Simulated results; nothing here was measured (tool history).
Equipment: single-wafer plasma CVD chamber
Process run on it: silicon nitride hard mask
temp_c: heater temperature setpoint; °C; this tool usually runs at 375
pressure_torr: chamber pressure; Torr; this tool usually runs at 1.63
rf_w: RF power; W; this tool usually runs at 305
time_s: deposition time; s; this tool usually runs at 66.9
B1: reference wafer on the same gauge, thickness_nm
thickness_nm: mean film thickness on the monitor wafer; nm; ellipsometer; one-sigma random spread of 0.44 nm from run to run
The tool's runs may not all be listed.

run 1 hour=0.0 | temp_c=375 pressure_torr=1.63 rf_w=305 time_s=66.9 | B1=65.668 | thickness_nm=75.884
run 2 hour=23.2 | temp_c=375 pressure_torr=1.63 rf_w=305 time_s=66.9 | B1=65.661 | thickness_nm=76.849
run 3 hour=37.7 | temp_c=375 pressure_torr=1.63 rf_w=305 time_s=66.9 | B1=65.696 | thickness_nm=76.224
run 4 hour=60.0 | temp_c=375 pressure_torr=1.63 rf_w=305 time_s=66.9 | B1=65.669 | thickness_nm=75.579
run 5 hour=93.3 | temp_c=375 pressure_torr=1.63 rf_w=305 time_s=66.9 | B1=65.672 | thickness_nm=76.160
run 6 hour=107.7 | temp_c=375 pressure_torr=1.63 rf_w=305 time_s=66.9 | B1=65.727 | thickness_nm=75.493
run 7 hour=132.9 | temp_c=375 pressure_torr=1.63 rf_w=305 time_s=66.9 | B1=65.741 | thickness_nm=76.484
-- hour=163.7 gauge calibrated
run 8 hour=164.6 | temp_c=375 pressure_torr=1.54 rf_w=305 time_s=66.9 | B1=65.635 | thickness_nm=75.007
run 9 hour=189.0 | temp_c=375 pressure_torr=1.63 rf_w=305 time_s=75.5 | B1=65.682 | thickness_nm=86.098
-- hour=198.0 RF generator calibrated
run 10 hour=219.9 | temp_c=375 pressure_torr=1.63 rf_w=305 time_s=75.5 | B1=65.745 | thickness_nm=89.804
run 11 hour=242.8 | temp_c=375 pressure_torr=1.63 rf_w=305 time_s=66.9 | B1=65.771 | thickness_nm=79.616
run 12 hour=274.3 | temp_c=390 pressure_torr=1.63 rf_w=360 time_s=66.9 | B1=65.695 | thickness_nm=88.579
-- hour=297.4 thermocouple changed; heater temperature recalibrated
run 13 hour=302.0 | temp_c=375 pressure_torr=1.63 rf_w=340 time_s=73.2 | B1=65.757 | thickness_nm=92.976
-- hour=316.9 capacitance manometer re-zeroed and calibrated
run 14 hour=317.4 | temp_c=375 pressure_torr=1.63 rf_w=305 time_s=66.9 | B1=65.674 | thickness_nm=78.504
-- hour=348.9 showerhead replaced
run 15 hour=349.4 | temp_c=367 pressure_torr=1.43 rf_w=305 time_s=66.9 | B1=65.746 | thickness_nm=76.563
run 16 hour=368.7 | temp_c=382 pressure_torr=1.25 rf_w=350 time_s=63.3 | B1=65.759 | thickness_nm=76.430
run 17 hour=390.3 | temp_c=375 pressure_torr=1.63 rf_w=305 time_s=66.9 | B1=65.735 | thickness_nm=78.555
run 18 hour=409.0 | temp_c=382 pressure_torr=1.63 rf_w=305 time_s=66.9 | B1=65.742 | thickness_nm=77.366
run 19 hour=433.1 | temp_c=375 pressure_torr=1.63 rf_w=320 time_s=66.9 | B1=65.682 | thickness_nm=81.181
run 20 hour=456.1 | temp_c=386 pressure_torr=1.63 rf_w=270 time_s=66.9 | B1=65.701 | thickness_nm=71.423
run 21 hour=478.9 | temp_c=375 pressure_torr=1.63 rf_w=260 time_s=66.9 | B1=65.656 | thickness_nm=68.706
run 22 hour=495.6 | temp_c=375 pressure_torr=1.63 rf_w=305 time_s=54.9 | B1=65.723 | thickness_nm=62.954

Hidden state, per run?
wafer temperature above the value expected at the setpoint (K): 0 on each run
true pressure above the setpoint (%): 0 on each run
gauge reads high (%): 0 on each run
H1: delivered RF power above the setpoint (%)
run=1 H1=-7.81
run=2 H1=-7.85
run=3 H1=-7.88
run=4 H1=-7.91
run=5 H1=-7.95
run=6 H1=-7.97
run=7 H1=-8
run=8 H1=-8.03
run=9 H1=-8.06
run=10 H1=-0.901
run=11 H1=-1.4
run=12 H1=-2.02
run=13 H1=-2.52
run=14 H1=-2.77
run=15 H1=-3.26
run=16 H1=-3.54
run=17 H1=-3.82
run=18 H1=-4.05
run=19 H1=-4.33
run=20 H1=-4.57
run=21 H1=-4.8
run=22 H1=-4.95

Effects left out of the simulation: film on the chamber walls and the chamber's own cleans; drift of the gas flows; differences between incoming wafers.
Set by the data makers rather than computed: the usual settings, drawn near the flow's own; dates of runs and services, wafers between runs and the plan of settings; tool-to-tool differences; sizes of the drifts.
